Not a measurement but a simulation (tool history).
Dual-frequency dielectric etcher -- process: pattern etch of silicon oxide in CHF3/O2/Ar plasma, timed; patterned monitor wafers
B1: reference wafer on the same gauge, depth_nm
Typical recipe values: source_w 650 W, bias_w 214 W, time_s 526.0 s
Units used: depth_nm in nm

run 1 hour=0.0 | source_w=650 bias_w=214 time_s=526.0 | B1=1181.2 | depth_nm=1125.6
run 2 hour=11.0 | source_w=650 bias_w=214 time_s=526.0 | B1=1178.4 | depth_nm=1118.9
run 3 hour=25.2 | source_w=650 bias_w=214 time_s=526.0 | B1=1179.6 | depth_nm=1130.5
run 4 hour=40.0 | source_w=650 bias_w=214 time_s=526.0 | B1=1180.3 | depth_nm=1125.5
run 5 hour=75.1 | source_w=650 bias_w=214 time_s=526.0 | B1=1181.5 | depth_nm=1118.6
run 6 hour=84.4 | source_w=650 bias_w=214 time_s=526.0 | B1=1181.3 | depth_nm=1121.0
-- hour=95.4 bias power generator calibrated
run 7 hour=95.9 | source_w=650 bias_w=214 time_s=526.0 | B1=1181.2 | depth_nm=1112.3
run 8 hour=147.9 | source_w=650 bias_w=214 time_s=526.0 | B1=1179.8 | depth_nm=1104.4
run 9 hour=158.0 | source_w=650 bias_w=196 time_s=526.0 | B1=1180.2 | depth_nm=1078.5
run 10 hour=171.3 | source_w=650 bias_w=196 time_s=526.0 | B1=1180.8 | depth_nm=1075.0
run 11 hour=186.3 | source_w=650 bias_w=214 time_s=526.0 | B1=1179.5 | depth_nm=1109.2
-- hour=216.2 upper electrode replaced
run 12 hour=216.7 | source_w=650 bias_w=214 time_s=526.0 | B1=1181.0 | depth_nm=1095.3
run 13 hour=217.2 | source_w=600 bias_w=214 time_s=407.5 | B1=1179.4 | depth_nm=828.6
run 14 hour=222.9 | source_w=520 bias_w=214 time_s=581.0 | B1=1180.8 | depth_nm=1111.6
run 15 hour=238.9 | source_w=600 bias_w=161 time_s=455.5 | B1=1182.0 | depth_nm=863.0
run 16 hour=246.0 | source_w=750 bias_w=214 time_s=526.0 | B1=1180.1 | depth_nm=1153.0
-- hour=272.9 gauge calibrated
-- hour=298.0 source power generator calibrated
-- hour=301.8 wet clean of the chamber
run 17 hour=302.3 | source_w=510 bias_w=163 time_s=410.0 | B1=1179.3 | depth_nm=759.1
run 18 hour=302.7 | source_w=770 bias_w=185 time_s=643.0 | B1=1179.6 | depth_nm=1447.4
run 19 hour=344.7 | source_w=600 bias_w=214 time_s=526.0 | B1=1179.3 | depth_nm=1102.9
run 20 hour=353.0 | source_w=650 bias_w=191 time_s=461.5 | B1=1179.0 | depth_nm=973.3
run 21 hour=366.8 | source_w=650 bias_w=214 time_s=526.0 | B1=1180.8 | depth_nm=1138.6
run 22 hour=373.6 | source_w=650 bias_w=192 time_s=397.5 | B1=1180.4 | depth_nm=838.3
run 23 hour=385.6 | source_w=510 bias_w=171 time_s=376.0 | B1=1179.5 | depth_nm=691.2
run 24 hour=395.7 | source_w=700 bias_w=256 time_s=472.5 | B1=1178.6 | depth_nm=1092.2
run 25 hour=403.1 | source_w=650 bias_w=214 time_s=581.5 | B1=1181.1 | depth_nm=1251.9
run 26 hour=414.3 | source_w=700 bias_w=182 time_s=526.0 | B1=1179.5 | depth_nm=1117.8
run 27 hour=425.7 | source_w=650 bias_w=214 time_s=526.0 | B1=1181.1 | depth_nm=1130.3
run 28 hour=463.4 | source_w=650 bias_w=214 time_s=526.0 | B1=1180.3 | depth_nm=1122.6
run 29 hour=474.2 | source_w=650 bias_w=214 time_s=526.0 | B1=1179.3 | depth_nm=1116.6

For some of the steps in depth_nm from one run to the next: how much would appear even if the tool had no hidden state, given the settings, what came in and random variation, and how much remains for the hidden state plus any gauge scatter that the measured result and the result without hidden state don't share?
Hidden state present: etch rate over this chamber's usual, %; source power that arrives over what is set, %; bias power that arrives over what is set, %; gauge reads high (%).
Run 15 -> 16: source_w 600 -> 750, bias_w 161 -> 214, time_s 455.5 -> 526.0. depth_nm +290.0 nm: hidden state -13.6, all else +303.6.
Run 16 -> 17: source_w 750 -> 510, bias_w 214 -> 163, time_s 526.0 -> 410.0, gauge calibrated, source power generator calibrated, wet clean of the chamber. depth_nm -393.9 nm: hidden state +52.3, all else -446.2.
Run 17 -> 18: source_w 510 -> 770, bias_w 163 -> 185, time_s 410.0 -> 643.0. depth_nm +688.3 nm: hidden state +0.9, all else +687.4.
Run 23 -> 24: source_w 510 -> 700, bias_w 171 -> 256, time_s 376.0 -> 472.5. depth_nm +401.0 nm: hidden state -4.4, all else +405.4.
